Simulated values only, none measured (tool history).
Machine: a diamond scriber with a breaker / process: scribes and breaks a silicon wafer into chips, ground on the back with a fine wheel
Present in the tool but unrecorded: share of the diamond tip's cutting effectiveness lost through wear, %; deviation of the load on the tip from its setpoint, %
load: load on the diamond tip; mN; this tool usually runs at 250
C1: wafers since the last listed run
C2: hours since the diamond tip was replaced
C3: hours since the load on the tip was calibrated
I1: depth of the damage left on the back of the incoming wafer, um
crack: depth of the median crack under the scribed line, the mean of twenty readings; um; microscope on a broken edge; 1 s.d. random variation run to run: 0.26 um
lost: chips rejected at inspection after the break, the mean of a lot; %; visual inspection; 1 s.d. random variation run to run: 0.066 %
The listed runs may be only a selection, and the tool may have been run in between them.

Run 1, hour 0.0: usual settings; C1 0; C2 310.4; C3 1096.2; I1 2.70. Result: crack 12.89 um, lost 4.35 %.
Run 2, hour 82.8: usual settings; C1 86; C2 393.2; C3 1179.0; I1 2.20. Result: crack 12.47 um, lost 4.36 %.
At hour 89.8: load on the tip recalibrated.
Run 3, hour 137.5: usual settings; C1 55; C2 447.9; C3 47.7; I1 1.87. Result: crack 12.23 um, lost 4.49 %.
Run 4, hour 217.7: usual settings but load 273 mN; C1 84; C2 528.1; C3 127.9; I1 2.76. Result: crack 12.52 um, lost 3.74 %.
Run 5, hour 255.8: usual settings but load 273 mN; C1 39; C2 566.2; C3 166.0; I1 2.10. Result: crack 12.93 um, lost 3.72 %.
Run 6, hour 321.3: usual settings; C1 68; C2 631.7; C3 231.5; I1 1.83. Result: crack 12.45 um, lost 5.42 %.
Run 7, hour 412.3: usual settings; C1 95; C2 722.7; C3 322.5; I1 2.99. Result: crack 12.03 um, lost 6.84 %.
At hour 455.0: diamond tip replaced by a new one.
Run 8, hour 505.3: usual settings; C1 95; C2 50.3; C3 415.5; I1 2.14. Result: crack 13.59 um, lost 1.96 %.
Run 9, hour 582.8: usual settings; C1 81; C2 127.8; C3 493.0; I1 1.95. Result: crack 13.08 um, lost 2.61 %.
Run 10, hour 802.5: usual settings; C1 230; C2 347.5; C3 712.7; I1 1.69. Result: crack 12.46 um, lost 4.34 %.
Run 11, hour 853.8: usual settings; C1 53; C2 398.8; C3 764.0; I1 2.72. Result: crack 12.26 um, lost 5.72 %.
Run 12, hour 1072.5: usual settings but load 277 mN; C1 229; C2 617.5; C3 982.7; I1 2.39. Result: crack 12.72 um, lost 4.06 %.
Run 13, hour 1117.8: usual settings; C1 47; C2 662.8; C3 1028.0; I1 2.82. Result: crack 11.95 um, lost 7.49 %.
Run 14, hour 1157.0: usual settings but load 196 mN; C1 41; C2 702.0; C3 1067.2; I1 2.46. Result: crack 10.75 um, lost 14.49 %.
At hour 1267.9: diamond tip replaced by a new one.
Run 15, hour 1286.4: usual settings but load 301 mN; C1 133; C2 18.5; C3 1196.6; I1 2.89. Result: crack 15.13 um, lost 3.00 %.
Run 16, hour 1343.7: usual settings but load 186 mN; C1 60; C2 75.8; C3 1253.9; I1 2.22. Result: crack 11.56 um, lost 8.32 %.
At hour 1386.6: load on the tip recalibrated.
Run 17, hour 1440.4: usual settings but load 275 mN; C1 99; C2 172.5; C3 53.8; I1 2.16. Result: crack 13.85 um, lost 2.00 %.
Run 18, hour 1517.1: usual settings; C1 80; C2 249.2; C3 130.5; I1 1.66. Result: crack 12.58 um, lost 3.32 %.
Run 19, hour 1555.8: usual settings but load 302 mN; C1 40; C2 287.9; C3 169.2; I1 2.84. Result: crack 13.87 um, lost 2.18 %.
Run 20, hour 1593.9: usual settings but load 282 mN; C1 39; C2 326.0; C3 207.3; I1 2.63. Result: crack 13.47 um, lost 2.59 %.
Run 21, hour 1642.6: usual settings but load 298 mN; C1 51; C2 374.7; C3 256.0; I1 2.02. Result: crack 13.75 um, lost 1.92 %.
Run 22, hour 1679.5: usual settings; C1 38; C2 411.6; C3 292.9; I1 2.83. Result: crack 12.12 um, lost 5.65 %.
Run 23, hour 1726.3: usual settings but load 223 mN; C1 49; C2 458.4; C3 339.7; I1 2.13. Result: crack 11.74 um, lost 7.60 %.
Run 24, hour 1810.1: usual settings but load 190 mN; C1 87; C2 542.2; C3 423.5; I1 2.68. Result: crack 11.34 um, lost 14.71 %.
Run 25, hour 1858.2: usual settings; C1 50; C2 590.3; C3 471.6; I1 1.80. Result: crack 11.87 um, lost 5.88 %.
Run 26, hour 1965.0: usual settings but load 212 mN; C1 112; C2 697.1; C3 578.4; I1 2.03. Result: crack 11.12 um, lost 11.17 %.
Run 27, hour 2044.4: usual settings; C1 83; C2 776.5; C3 657.8; I1 2.92. Result: crack 11.77 um, lost 6.89 %.
Run 28, hour 2103.2: usual settings; C1 61; C2 835.3; C3 716.6; I1 2.07. Result: crack 12.09 um, lost 6.71 %.

Here are 4 independent what-if runs from the current tool condition. What would each one return?
Run A, hour 2103.9: usual settings but load 218 mN; C1 0; C2 836.0; C3 717.3; I1 1.51. Result: crack ?, lost ?.
Run B, hour 2103.9: usual settings but load 294 mN; C1 0; C2 836.0; C3 717.3; I1 1.51. Result: crack ?, lost ?.
Run C, hour 2103.9: usual settings but load 308 mN; C1 0; C2 836.0; C3 717.3; I1 1.51. Result: crack ?, lost ?.
Run D, hour 2103.9: usual settings but load 324 mN; C1 0; C2 836.0; C3 717.3; I1 1.51. Result: crack ?, lost ?.

run  crack   lost
  A  11.34  10.70
  B  12.93   2.80
  C  13.21   2.17
  D  13.53   1.71
Without the tool's unlogged condition, the same runs would have read:
run  crack  lost
  A  13.16  2.27
  B  15.00  2.66
  C  15.33  3.45
  D  15.70  4.55

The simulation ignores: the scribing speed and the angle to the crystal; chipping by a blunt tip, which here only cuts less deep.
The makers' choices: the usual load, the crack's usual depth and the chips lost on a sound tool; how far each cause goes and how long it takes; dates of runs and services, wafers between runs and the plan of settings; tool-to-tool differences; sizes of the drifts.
